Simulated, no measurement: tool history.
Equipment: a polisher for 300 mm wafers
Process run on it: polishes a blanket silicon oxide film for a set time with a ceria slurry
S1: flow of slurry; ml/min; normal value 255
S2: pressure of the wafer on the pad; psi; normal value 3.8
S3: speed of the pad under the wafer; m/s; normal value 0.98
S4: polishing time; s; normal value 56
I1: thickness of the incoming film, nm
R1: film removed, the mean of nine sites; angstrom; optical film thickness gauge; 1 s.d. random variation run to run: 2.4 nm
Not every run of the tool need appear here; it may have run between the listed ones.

run	hour	S1	S2	S3	S4	I1	R1
1	0.0	255	3.8	0.98	56	1605.8	2699
2	116.7	255	3.8	0.98	56	1619.4	2736
3	209.2	200	3.8	0.98	56	1593.9	2678
4	258.9	200	3.8	0.98	56	1586.1	2659
# hour 298.1: worn pad replaced by a new one
5	314.6	255	3.8	0.98	56	1594.0	2773
6	367.7	255	3.8	0.98	56	1601.0	2736
# hour 396.1: slurry nozzle cleaned
7	426.8	255	4.6	0.98	67	1583.3	3967
8	492.9	255	4.6	0.98	67	1630.2	3934
# hour 629.6: head pressure recalibrated
9	698.8	255	4.6	0.98	67	1613.6	4050
10	742.7	255	4.4	0.76	56	1607.0	2480
11	843.1	255	4.4	0.76	56	1583.5	2441
12	934.9	255	3.8	0.98	56	1581.7	2766
# hour 974.3: worn pad replaced by a new one
13	1027.5	255	3.8	0.98	56	1594.2	2720
# hour 1143.5: slurry nozzle cleaned
14	1195.7	255	3.8	0.98	56	1566.6	2793
15	1293.9	255	3.8	0.98	56	1592.7	2770
# hour 1317.0: head pressure recalibrated
16	1347.9	255	3.8	1.16	56	1601.0	3221
17	1455.9	255	3.8	1.16	56	1586.2	3280
18	1495.8	255	3.8	1.16	56	1587.1	3206
# hour 1556.4: worn pad replaced by a new one
19	1590.3	255	4.9	0.98	51	1599.9	3197
20	1635.6	255	3.8	1.20	61	1616.1	3730
21	1683.1	255	3.8	0.98	46	1591.2	2207
22	1746.9	295	3.2	0.82	56	1587.0	1929
23	1837.0	255	3.8	0.98	56	1594.1	2743
24	1893.4	320	3.8	1.12	56	1613.8	3240
# hour 1952.8: slurry nozzle cleaned
25	1969.9	255	3.8	0.98	56	1586.4	2735
26	2035.1	255	2.7	1.10	56	1619.3	2197
# hour 2100.0: head pressure recalibrated
# hour 2189.1: worn pad replaced by a new one
27	2242.5	255	3.8	0.98	56	1607.9	2733
28	2346.6	255	3.8	1.16	56	1586.1	3273
29	2454.4	255	3.8	1.22	68	1586.8	4164
30	2544.9	255	3.0	0.70	56	1585.1	1547
31	2582.8	255	3.1	0.98	47	1624.3	1852
# hour 2606.2: slurry nozzle cleaned
32	2666.3	255	3.8	0.98	56	1594.2	2725
33	2704.2	230	3.8	0.98	62	1573.5	2991
# hour 2732.4: worn pad replaced by a new one
34	2810.1	255	3.8	0.98	56	1591.9	2761
35	2870.2	195	3.8	1.08	37	1590.4	1934
# hour 2884.9: head pressure recalibrated
36	2956.2	255	3.8	0.98	56	1588.9	2743

Give the tool's hidden conditions for every run:
removal rate lost through wear of the pad, %: 0, the same for each run
slurry flow missing at the pad, %: 0, the same for each run
deviation of the head's pressure from its setpoint, %: 0, the same for each run

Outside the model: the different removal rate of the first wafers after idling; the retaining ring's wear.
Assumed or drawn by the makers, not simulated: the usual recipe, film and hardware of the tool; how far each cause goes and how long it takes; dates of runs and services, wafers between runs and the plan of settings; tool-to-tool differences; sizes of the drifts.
